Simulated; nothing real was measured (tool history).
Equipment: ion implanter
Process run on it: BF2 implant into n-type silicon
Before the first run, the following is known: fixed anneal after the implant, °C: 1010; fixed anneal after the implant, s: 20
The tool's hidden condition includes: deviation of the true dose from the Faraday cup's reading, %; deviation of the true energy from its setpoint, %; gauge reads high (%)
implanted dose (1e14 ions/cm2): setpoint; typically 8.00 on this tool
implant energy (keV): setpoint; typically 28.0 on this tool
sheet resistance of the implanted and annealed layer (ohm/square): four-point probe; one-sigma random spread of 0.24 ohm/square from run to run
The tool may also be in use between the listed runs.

run	hour	implanted dose (1e14 ions/cm2)	implant energy (keV)	wafers since the last listed run	hours since the last dose calibration	hours since the extraction supply was calibrated	hours since the gauge calibration	read-back reference wafer on the same gauge, sheet resistance	sheet resistance of the implanted and annealed layer (ohm/square)
1	0.0	8.00	28.0	0	1531.9	6375.5	105.5	157.95	161.93
2	34.7	8.00	28.0	604	1566.6	6410.2	140.2	157.99	162.06
3	49.3	8.00	28.0	254	1581.2	6424.8	154.8	157.99	162.34
4	58.1	8.00	23.5	153	1590.0	6433.6	163.6	157.94	170.66
5	65.2	8.00	23.5	123	1597.1	6440.7	170.7	158.04	171.10
6	77.4	8.00	33.0	212	1609.3	6452.9	182.9	157.97	155.19
7	93.5	8.00	33.0	280	1625.4	6469.0	199.0	158.04	155.43
# hour 108.2: extraction supply calibrated
8	134.3	9.49	28.0	571	1666.2	26.1	239.8	157.98	148.03
9	151.5	6.88	28.0	299	1683.4	43.3	257.0	157.95	178.49
10	167.9	6.88	28.0	285	1699.8	59.7	273.4	158.04	178.66
11	183.3	6.88	28.0	268	1715.2	75.1	288.8	157.96	178.63
12	191.1	10.39	20.0	135	1723.0	82.9	296.6	158.10	160.37
13	202.2	8.00	19.0	193	1734.1	94.0	307.7	157.94	183.04
14	209.3	10.36	23.5	123	1741.2	101.1	314.8	158.05	151.26
# hour 221.9: Faraday cup replaced and dose calibrated
15	222.3	7.32	36.5	87	0.4	114.1	327.8	157.96	155.36
16	237.0	7.06	28.0	256	15.1	128.8	342.5	158.02	169.76

The next listed run, before its measurement:
17	256.0	7.32	37.0	330	34.1	147.8	361.5	?	?

{"run 17": {"read-back reference wafer on the same gauge, sheet resistance": 157.96, "sheet resistance of the implanted and annealed layer (ohm/square)": 155.06}}
Had the tool carried no hidden state, the very same run would have given sheet resistance of the implanted and annealed layer (ohm/square) 154.56.
